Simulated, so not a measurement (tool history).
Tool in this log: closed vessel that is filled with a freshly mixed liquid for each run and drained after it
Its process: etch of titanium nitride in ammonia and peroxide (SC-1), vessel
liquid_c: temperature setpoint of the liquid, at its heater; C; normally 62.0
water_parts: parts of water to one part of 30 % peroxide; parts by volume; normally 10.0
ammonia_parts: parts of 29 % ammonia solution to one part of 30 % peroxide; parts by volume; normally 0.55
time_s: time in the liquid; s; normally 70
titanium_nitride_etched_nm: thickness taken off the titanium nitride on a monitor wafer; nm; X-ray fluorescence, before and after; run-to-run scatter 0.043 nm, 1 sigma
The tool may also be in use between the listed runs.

| run | hour | liquid_c | water_parts | ammonia_parts | time_s | read-back film thickness of the titanium nitride reference wafer, read on the same gauge (nm) | titanium_nitride_etched_nm |
|---|---|---|---|---|---|---|---|
| 1 | 0.0 | 62.0 | 10.0 | 0.55 | 70 | 152.52 | 6.59 |
| 2 | 41.1 | 62.0 | 10.0 | 0.55 | 70 | 152.85 | 6.71 |
|  | 75.2 | new drum of ammonia solution connected |
| 3 | 75.7 | 62.0 | 10.0 | 0.55 | 70 | 153.08 | 6.71 |
| 4 | 117.1 | 62.0 | 10.0 | 0.55 | 70 | 153.43 | 6.69 |
| 5 | 172.0 | 62.0 | 11.5 | 0.55 | 70 | 153.88 | 6.21 |
| 6 | 202.4 | 62.0 | 11.5 | 0.55 | 70 | 154.16 | 6.17 |
| 7 | 230.7 | 62.0 | 11.5 | 0.55 | 70 | 154.42 | 6.28 |
| 8 | 257.4 | 62.0 | 10.0 | 0.55 | 70 | 154.68 | 6.72 |
| 9 | 325.9 | 62.0 | 10.0 | 0.55 | 70 | 155.36 | 6.78 |
| 10 | 358.8 | 53.5 | 13.5 | 0.65 | 70 | 155.72 | 3.40 |
| 11 | 385.9 | 62.0 | 10.0 | 0.75 | 70 | 156.01 | 7.18 |
|  | 438.3 | thermometer replaced |
| 12 | 448.7 | 69.5 | 10.0 | 0.55 | 90 | 156.75 | 14.11 |
| 13 | 501.1 | 62.0 | 10.0 | 0.55 | 100 | 157.38 | 9.75 |
| 14 | 549.9 | 70.0 | 10.0 | 0.45 | 70 | 157.98 | 11.03 |
|  | 565.3 | gauge calibrated |
| 15 | 608.7 | 62.0 | 10.0 | 0.55 | 70 | 150.24 | 6.50 |
| 16 | 656.1 | 65.5 | 15.0 | 0.40 | 90 | 150.29 | 8.08 |
| 17 | 723.6 | 62.0 | 10.0 | 0.55 | 70 | 150.37 | 6.57 |
| 18 | 771.2 | 70.0 | 10.0 | 0.55 | 30 | 150.47 | 4.66 |
| 19 | 807.2 | 70.0 | 14.0 | 0.40 | 45 | 150.51 | 5.55 |
| 20 | 836.0 | 70.0 | 10.0 | 0.55 | 40 | 150.62 | 6.18 |
| 21 | 881.9 | 68.5 | 12.0 | 0.85 | 70 | 150.81 | 9.72 |
| 22 | 937.8 | 65.0 | 12.0 | 0.65 | 55 | 150.99 | 5.85 |
|  | 979.0 | ammonia flow meter replaced |
| 23 | 990.6 | 62.0 | 10.0 | 0.55 | 70 | 151.20 | 6.66 |
| 24 | 1050.2 | 62.0 | 10.0 | 0.55 | 70 | 151.49 | 6.54 |
|  | 1130.7 | new drum of ammonia solution connected |
| 25 | 1201.4 | 65.5 | 10.0 | 0.80 | 110 | 152.41 | 13.79 |
| 26 | 1257.5 | 62.0 | 10.0 | 0.55 | 70 | 152.78 | 6.66 |
| 27 | 1323.5 | 62.0 | 10.0 | 0.55 | 85 | 153.36 | 8.04 |
|  | 1335.7 | thermometer replaced |
| 28 | 1380.3 | 62.0 | 10.0 | 0.55 | 70 | 153.84 | 6.80 |

What if the next run were any one of these 3? Each begins from the tool's condition after run 28:
| A | 1381.0 | 55.0 | 10.0 | 0.55 | 70 | ? | ? |
| B | 1381.0 | 52.5 | 10.0 | 0.80 | 80 | ? | ? |
| C | 1381.0 | 69.5 | 12.5 | 0.55 | 50 | ? | ? |

| run | read-back film thickness of the titanium nitride reference wafer, read on the same gauge (nm) | titanium_nitride_etched_nm |
|---|---|---|
| A | 153.81 | 4.20 |
| B | 153.81 | 4.31 |
| C | 153.81 | 6.82 |
What these runs would have given with no unlogged condition in the tool:
| run | titanium_nitride_etched_nm |
|---|---|
| A | 4.10 |
| B | 4.20 |
| C | 6.65 |
